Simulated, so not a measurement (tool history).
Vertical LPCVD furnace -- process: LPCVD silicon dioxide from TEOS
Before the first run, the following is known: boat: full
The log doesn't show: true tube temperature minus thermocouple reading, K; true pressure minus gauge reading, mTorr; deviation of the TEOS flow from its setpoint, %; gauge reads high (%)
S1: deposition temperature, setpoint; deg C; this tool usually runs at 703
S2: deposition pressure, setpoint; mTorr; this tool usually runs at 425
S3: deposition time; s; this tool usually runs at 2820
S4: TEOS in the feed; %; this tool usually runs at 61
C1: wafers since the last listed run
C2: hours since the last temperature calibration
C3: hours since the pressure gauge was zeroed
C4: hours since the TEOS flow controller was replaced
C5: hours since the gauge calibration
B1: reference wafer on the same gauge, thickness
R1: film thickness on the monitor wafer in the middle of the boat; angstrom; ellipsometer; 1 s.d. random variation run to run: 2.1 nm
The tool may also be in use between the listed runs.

run	hour	S1	S2	S3	S4	C1	C2	C3	C4	C5	B1	R1
1	0	706	355	2820	61	0	2605.8	3065.8	1855.8	81.2	371.64	3882.7
2	20.3	706	355	2820	61	164	2626.1	3086.1	1876.1	101.5	372.15	3842.9
3	42.9	703	425	2820	64	183	2648.7	3108.7	1898.7	124.1	372.61	4051.9
4	55.1	703	425	2820	64	98	2660.9	3120.9	1910.9	136.3	372.07	4037
5	63.1	703	425	2820	64	64	2668.9	3128.9	1918.9	144.3	372.36	4018.3
# hour 119.2: TEOS flow controller replaced
# hour 132.6: pressure gauge zeroed
6	133.1	703	425	2820	61	263	2738.9	0.5	13.9	214.3	372.37	3929
7	138.1	703	425	2820	61	40	2743.9	5.5	18.9	219.3	372.37	3904
8	143.2	703	425	2820	61	41	2749	10.6	24	224.4	371.7	3927.6
# hour 143.5: gauge calibrated
9	163.1	703	425	3150	61	161	2768.9	30.5	43.9	19.6	372.07	4365.3
10	172.8	703	425	2820	61	78	2778.6	40.2	53.6	29.3	371.79	3910
# hour 201.9: thermocouples replaced and temperature profile calibrated
11	202.4	713	330	3300	67	45	0.5	69.8	83.2	58.9	371.58	5325.5
12	207.5	706	425	2820	61	41	5.6	74.9	88.3	64	371.6	4196.9
13	218	707	380	2820	72	85	16.1	85.4	98.8	74.5	372.31	4422.9
14	238.1	703	520	2040	56	162	36.2	105.5	118.9	94.6	372.32	2996.5
15	250.3	703	425	2820	61	98	48.4	117.7	131.1	106.8	372.09	3913.1
16	264.4	703	520	2130	53	114	62.5	131.8	145.2	120.9	372.19	3048.1
17	272.7	713	520	3210	61	67	70.8	140.1	153.5	129.2	371.92	6189.7
18	281.5	699	425	1740	56	71	79.6	148.9	162.3	138	372.03	2116.9

4 ways to go on from here, each from the tool as it stands after run 18. What would each give?
A	286.7	703	425	2820	61	42	84.8	154.1	167.5	143.2	?	?
B	286.7	703	495	2130	61	42	84.8	154.1	167.5	143.2	?	?
C	286.7	713	330	2820	66	42	84.8	154.1	167.5	143.2	?	?
D	286.7	703	490	2820	61	42	84.8	154.1	167.5	143.2	?	?

run	B1	R1
A	372.21	3897
B	372.21	3176.7
C	372.21	4490.1
D	372.21	4184.4
With the hidden condition removed and each run's random variation left untouched, the same runs would have given:
run	R1
A	3897
B	3176.7
C	4490.1
D	4184.4
